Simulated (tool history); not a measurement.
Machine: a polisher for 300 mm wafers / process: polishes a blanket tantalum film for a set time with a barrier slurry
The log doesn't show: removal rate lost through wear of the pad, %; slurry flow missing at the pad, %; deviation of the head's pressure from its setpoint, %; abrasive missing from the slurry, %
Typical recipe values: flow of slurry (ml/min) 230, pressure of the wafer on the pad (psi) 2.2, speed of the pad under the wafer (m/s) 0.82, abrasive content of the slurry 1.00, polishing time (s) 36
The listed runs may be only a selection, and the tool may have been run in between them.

run   hour  flow of slurry (ml/min)  pressure of the wafer on the pad (psi)  speed of the pad under the wafer (m/s)  abrasive content of the slurry  polishing time (s)  wafers since the last listed run  wafers polished on this pad  hours since the slurry nozzle was cleaned  hours since the head pressure was calibrated  hours since the slurry blender was calibrated  incoming thickness of the incoming film, nm  film removed (Å)
  1    0.0                      230                                     2.2                                    0.82                            1.00                  36                                 0                          528                                      567.4                                         651.9                                           27.9                                        417.4               426
  2   18.3                      275                                     1.8                                    0.82                            1.00                  36                               235                          764                                      585.7                                         670.2                                           46.2                                        403.7               372
  3   27.0                      275                                     1.8                                    0.82                            1.00                  36                               112                          876                                      594.4                                         678.9                                           54.9                                        416.2               374
      38.6  -- worn pad replaced by a new one
  4   43.1                      275                                     1.8                                    0.82                            1.00                  36                               155                           57                                      610.5                                         695.0                                           71.0                                        403.9               401
  5   56.1                      230                                     2.2                                    0.82                            1.00                  36                               167                          225                                      623.5                                         708.0                                           84.0                                        416.7               433
  6   98.9                      230                                     2.2                                    0.82                            1.00                  36                               551                          776                                      666.3                                         750.8                                          126.8                                        405.1               420
     105.0  -- worn pad replaced by a new one
  7  116.5                      230                                     2.2                                    0.82                            1.00                  36                               175                          148                                      683.9                                         768.4                                          144.4                                        407.5               450
     120.6  -- slurry nozzle cleaned
  8  129.0                      230                                     2.2                                    0.82                            1.00                  36                               148                          296                                        8.4                                         780.9                                          156.9                                        415.6               440
     140.8  -- slurry blender recalibrated
  9  141.3                      230                                     3.0                                    0.82                            0.80                  36                               132                          429                                       20.7                                         793.2                                            0.5                                        406.5               488
     150.1  -- head pressure recalibrated
 10  155.4                      190                                     2.2                                    1.02                            1.00                  40                               155                          585                                       34.8                                           5.3                                           14.6                                        408.1               565
 11  167.8                      150                                     2.2                                    0.82                            1.25                  36                               159                          745                                       47.2                                          17.7                                           27.0                                        406.1               425
     175.6  -- worn pad replaced by a new one
 12  181.4                      205                                     3.0                                    0.60                            0.70                  36                               123                           74                                       60.8                                          31.3                                           40.6                                        408.4               331
 13  191.7                      230                                     2.6                                    0.92                            1.00                  43                               132                          207                                       71.1                                          41.6                                           50.9                                        413.5               666
 14  204.3                      230                                     1.6                                    0.82                            1.20                  36                               162                          370                                       83.7                                          54.2                                           63.5                                        411.7               356
 15  214.5                      230                                     1.6                                    0.82                            0.90                  24                               131                          501                                       93.9                                          64.4                                           73.7                                        406.5               210

Each run again, without the hidden state but with its own random variation kept:
run  film removed (Å)
  1               467
  2               412
  3               416
  4               411
  5               461
  6               469
  7               470
  8               472
  9               533
 10               625
 11               472
 12               344
 13               711
 14               389
 15               233

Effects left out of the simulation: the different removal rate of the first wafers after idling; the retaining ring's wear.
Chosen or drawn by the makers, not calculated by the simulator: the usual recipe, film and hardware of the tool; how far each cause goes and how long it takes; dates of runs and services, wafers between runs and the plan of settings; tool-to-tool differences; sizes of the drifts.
